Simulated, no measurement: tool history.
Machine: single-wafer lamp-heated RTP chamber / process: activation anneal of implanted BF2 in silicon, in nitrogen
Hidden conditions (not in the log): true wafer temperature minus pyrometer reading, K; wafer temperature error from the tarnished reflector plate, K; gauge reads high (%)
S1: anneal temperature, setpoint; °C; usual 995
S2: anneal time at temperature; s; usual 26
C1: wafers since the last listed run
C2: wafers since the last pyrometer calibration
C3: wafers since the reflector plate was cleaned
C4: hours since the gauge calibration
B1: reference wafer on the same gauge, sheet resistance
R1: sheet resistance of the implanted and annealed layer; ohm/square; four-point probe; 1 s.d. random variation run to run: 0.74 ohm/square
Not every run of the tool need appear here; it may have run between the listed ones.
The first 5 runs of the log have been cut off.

Run 6, hour 442.9: usual settings but S1 988 °C, S2 37 s; C1 734; C2 5922; C3 1047; C4 1955.1; B1 126.04. Result: R1 148.44 ohm/square.
At hour 477.7: pyrometer window cleaned and pyrometer calibrated.
Run 7, hour 479.0: usual settings but S1 988 °C, S2 37 s; C1 455; C2 20; C3 1502; C4 1991.2; B1 125.92. Result: R1 155.11 ohm/square.
Run 8, hour 543.9: usual settings; C1 1052; C2 1073; C3 2555; C4 2056.1; B1 125.90. Result: R1 153.65 ohm/square.
Run 9, hour 598.3: usual settings; C1 882; C2 1955; C3 3437; C4 2110.5; B1 126.08. Result: R1 151.23 ohm/square.
Run 10, hour 687.6: usual settings; C1 1448; C2 3403; C3 4885; C4 2199.8; B1 126.22. Result: R1 150.77 ohm/square.
Run 11, hour 782.4: usual settings; C1 1537; C2 4940; C3 6422; C4 2294.6; B1 126.07. Result: R1 146.43 ohm/square.
At hour 859.5: gauge calibrated.
Run 12, hour 868.1: usual settings; C1 1389; C2 6330; C3 7812; C4 8.6; B1 125.99. Result: R1 146.23 ohm/square.
Run 13, hour 918.5: usual settings; C1 817; C2 7147; C3 8629; C4 59.0; B1 125.98. Result: R1 143.99 ohm/square.
Run 14, hour 961.3: usual settings; C1 694; C2 7841; C3 9323; C4 101.8; B1 126.02. Result: R1 143.11 ohm/square.
At hour 978.3: pyrometer window cleaned and pyrometer calibrated.
Run 15, hour 1063.9: usual settings; C1 1533; C2 1387; C3 10857; C4 204.4; B1 126.00. Result: R1 148.46 ohm/square.
Run 16, hour 1145.6: usual settings but S1 1021 °C, S2 37 s; C1 1324; C2 2712; C3 12181; C4 286.1; B1 126.06. Result: R1 116.37 ohm/square.
At hour 1195.4: reflector plate cleaned.
Run 17, hour 1242.7: usual settings; C1 1444; C2 4156; C3 766; C4 383.2; B1 126.13. Result: R1 151.13 ohm/square.
Run 18, hour 1307.5: usual settings but S1 974 °C, S2 14 s; C1 1050; C2 5207; C3 1817; C4 448.0; B1 126.12. Result: R1 188.58 ohm/square.
At hour 1379.7: pyrometer window cleaned and pyrometer calibrated.
Run 19, hour 1552.8: usual settings but S1 1015 °C, S2 22 s; C1 3847; C2 2806; C3 5665; C4 693.3; B1 125.83. Result: R1 132.97 ohm/square.
Run 20, hour 1625.9: usual settings but S1 1023 °C, S2 38 s; C1 1185; C2 3991; C3 6850; C4 766.4; B1 125.96. Result: R1 114.83 ohm/square.
Run 21, hour 1669.2: usual settings but S1 988 °C, S2 37 s; C1 702; C2 4693; C3 7552; C4 809.7; B1 126.09. Result: R1 147.45 ohm/square.
Run 22, hour 1706.7: usual settings but S1 1021 °C, S2 37 s; C1 608; C2 5301; C3 8160; C4 847.2; B1 125.96. Result: R1 115.77 ohm/square.
Run 23, hour 1744.0: usual settings but S2 38 s; C1 604; C2 5906; C3 8765; C4 884.5; B1 125.94. Result: R1 136.38 ohm/square.
At hour 1779.1: pyrometer window cleaned and pyrometer calibrated.
Run 24, hour 1836.0: usual settings but S1 1008 °C; C1 1362; C2 923; C3 10127; C4 976.5; B1 126.17. Result: R1 135.01 ohm/square.
Run 25, hour 1908.6: usual settings but S1 979 °C, S2 15 s; C1 1177; C2 2100; C3 11305; C4 1049.1; B1 125.93. Result: R1 177.56 ohm/square.
Run 26, hour 1983.6: usual settings but S1 978 °C, S2 17 s; C1 1216; C2 3316; C3 12521; C4 1124.1; B1 125.76. Result: R1 173.82 ohm/square.
At hour 1993.1: reflector plate cleaned.
Run 27, hour 2049.6: usual settings; C1 940; C2 4257; C3 916; C4 1190.1; B1 126.10. Result: R1 149.25 ohm/square.
Run 28, hour 2132.2: usual settings but S1 1019 °C, S2 14 s; C1 1339; C2 5596; C3 2255; C4 1272.7; B1 125.98. Result: R1 137.67 ohm/square.
Run 29, hour 2208.1: usual settings but S2 22 s; C1 1230; C2 6827; C3 3486; C4 1348.6; B1 125.77. Result: R1 151.13 ohm/square.
At hour 2240.5: pyrometer window cleaned and pyrometer calibrated.
Run 30, hour 2299.8: usual settings but S1 1012 °C, S2 35 s; C1 1357; C2 961; C3 4843; C4 1440.3; B1 125.95. Result: R1 127.52 ohm/square.

5 ways to go on from here, each from the tool as it stands after run 30. What would each give?
Run A, hour 2300.2: usual settings but S1 967 °C; C1 6; C2 967; C3 4850; C4 1440.7; B1 ?. Result: R1 ?.
Run B, hour 2300.2: usual settings but S1 970 °C, S2 20 s; C1 6; C2 967; C3 4850; C4 1440.7; B1 ?. Result: R1 ?.
Run C, hour 2300.2: usual settings but S2 21 s; C1 6; C2 967; C3 4850; C4 1440.7; B1 ?. Result: R1 ?.
Run D, hour 2300.2: usual settings but S1 1012 °C, S2 33 s; C1 6; C2 967; C3 4850; C4 1440.7; B1 ?. Result: R1 ?.
Run E, hour 2300.2: usual settings but S1 1005 °C, S2 40 s; C1 6; C2 967; C3 4850; C4 1440.7; B1 ?. Result: R1 ?.

run      B1      R1
  A  125.90  190.07
  B  125.90  190.92
  C  125.90  156.92
  D  125.90  129.34
  E  125.90  131.79
Take away the tool's hidden state, keep each run's random variation, and the runs would have read:
run      R1
  A  194.08
  B  194.71
  C  160.12
  D  131.76
  E  134.34

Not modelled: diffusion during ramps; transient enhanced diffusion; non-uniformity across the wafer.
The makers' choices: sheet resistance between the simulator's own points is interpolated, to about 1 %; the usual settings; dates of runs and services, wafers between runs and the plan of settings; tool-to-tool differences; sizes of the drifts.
